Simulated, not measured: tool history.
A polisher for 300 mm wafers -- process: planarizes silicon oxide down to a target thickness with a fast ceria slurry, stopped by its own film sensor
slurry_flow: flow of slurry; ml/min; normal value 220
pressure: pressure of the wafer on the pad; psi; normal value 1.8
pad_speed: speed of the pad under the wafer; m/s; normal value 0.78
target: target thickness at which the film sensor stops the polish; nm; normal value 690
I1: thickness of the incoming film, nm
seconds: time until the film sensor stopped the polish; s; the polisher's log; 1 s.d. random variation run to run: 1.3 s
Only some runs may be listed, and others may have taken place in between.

Run 1, day 0: usual settings; I1 1415.4. Result: seconds 135.9 s.
At day 0.888: slurry nozzle cleaned.
At day 2.6: worn pad replaced by a new one.
At day 3.525: head pressure recalibrated.
Run 2, day 3.633: usual settings; I1 1441.8. Result: seconds 127.2 s.
Run 3, day 16.133: usual settings; I1 1418.3. Result: seconds 126.3 s.
At day 23.058: slurry nozzle cleaned.
Run 4, day 23.775: usual settings; I1 1426.6. Result: seconds 125 s.
At day 29.096: worn pad replaced by a new one.
At day 29.354: head pressure recalibrated.
Run 5, day 36.054: usual settings; I1 1433.2. Result: seconds 129 s.
Run 6, day 37.579: usual settings; I1 1414.7. Result: seconds 128.1 s.
Run 7, day 40.417: usual settings; I1 1434.1. Result: seconds 131.4 s.
Run 8, day 43.754: usual settings; I1 1450.1. Result: seconds 137.8 s.
At day 45.225: slurry nozzle cleaned.
Run 9, day 45.992: usual settings; I1 1449. Result: seconds 126.8 s.
Run 10, day 47.671: usual settings but target 524 nm; I1 1437. Result: seconds 152.3 s.
Run 11, day 49.212: usual settings but target 524 nm; I1 1430.2. Result: seconds 153.8 s.
Run 12, day 53.058: usual settings but target 524 nm; I1 1406.6. Result: seconds 151.3 s.
At day 54.083: worn pad replaced by a new one.
Run 13, day 56.746: usual settings; I1 1419.8. Result: seconds 128.7 s.
Run 14, day 60.4: usual settings; I1 1421.3. Result: seconds 128 s.
Run 15, day 62.846: usual settings but slurry_flow 175 ml/min, target 545 nm; I1 1442.2. Result: seconds 164.6 s.
At day 63.608: head pressure recalibrated.
Run 16, day 64.767: usual settings but slurry_flow 175 ml/min, target 545 nm; I1 1445. Result: seconds 169.1 s.
Run 17, day 66.412: usual settings but target 819 nm; I1 1460.9. Result: seconds 114.8 s.
At day 68.175: slurry nozzle cleaned.
Run 18, day 70.375: usual settings but pad_speed 0.64 m/s; I1 1449.7. Result: seconds 155.1 s.
Run 19, day 74.092: usual settings but pad_speed 1 m/s; I1 1426.9. Result: seconds 99.2 s.
Run 20, day 77.912: usual settings; I1 1431.8. Result: seconds 126.7 s.
At day 78.642: worn pad replaced by a new one.
Run 21, day 85.646: usual settings; I1 1436. Result: seconds 134.4 s.
Run 22, day 88.779: usual settings; I1 1426.9. Result: seconds 131.9 s.
At day 92.404: head pressure recalibrated.
Run 23, day 92.562: usual settings but slurry_flow 175 ml/min, pad_speed 0.96 m/s, target 616 nm; I1 1435.7. Result: seconds 131.2 s.
At day 92.75: slurry nozzle cleaned.
Run 24, day 95.638: usual settings but slurry_flow 165 ml/min, pad_speed 0.52 m/s; I1 1430.2. Result: seconds 193.1 s.
Run 25, day 97.842: usual settings but slurry_flow 285 ml/min, pressure 2.3 psi, target 554 nm; I1 1439.1. Result: seconds 111.5 s.
Run 26, day 100.475: usual settings but slurry_flow 180 ml/min, pressure 1.2 psi, pad_speed 0.96 m/s; I1 1435.8. Result: seconds 161.6 s.
At day 100.696: worn pad replaced by a new one.
Run 27, day 104.496: usual settings but slurry_flow 195 ml/min; I1 1426.7. Result: seconds 130.3 s.
Run 28, day 106.742: usual settings; I1 1428.3. Result: seconds 130.5 s.
Run 29, day 109.921: usual settings but pressure 2.2 psi; I1 1420.3. Result: seconds 107 s.
Run 30, day 111.683: usual settings; I1 1416.9. Result: seconds 128.2 s.
Run 31, day 115.267: usual settings but pad_speed 0.54 m/s, target 929 nm; I1 1420.6. Result: seconds 128.2 s.
At day 116.862: slurry nozzle cleaned.
Run 32, day 119.221: usual settings but slurry_flow 290 ml/min, pad_speed 0.7 m/s; I1 1434.7. Result: seconds 135.1 s.
Run 33, day 122.171: usual settings; I1 1423.1. Result: seconds 125.3 s.
Run 34, day 124.638: usual settings but pressure 1.2 psi, pad_speed 0.54 m/s; I1 1434.6. Result: seconds 271 s.
At day 126.029: head pressure recalibrated.
Run 35, day 127.129: usual settings but pressure 2.1 psi; I1 1417.5. Result: seconds 106.4 s.

Branching from run 35: 4 alternative next runs. What would each branch give?
Run A, day 127.15: usual settings but slurry_flow 185 ml/min; I1 1427.9. Result: seconds ?.
Run B, day 127.15: usual settings but slurry_flow 200 ml/min; I1 1427.9. Result: seconds ?.
Run C, day 127.15: usual settings but slurry_flow 250 ml/min, target 910 nm; I1 1427.9. Result: seconds ?.
Run D, day 127.15: usual settings but pressure 1.4 psi, target 857 nm; I1 1427.9. Result: seconds ?.

run  seconds
  A    129.8
  B    127.9
  C     86.6
  D    125.1
The same runs, with their run-to-run variation unchanged, on a tool lacking any hidden condition would have given:
run  seconds
  A    125.4
  B    123.9
  C     84.5
  D    121.6
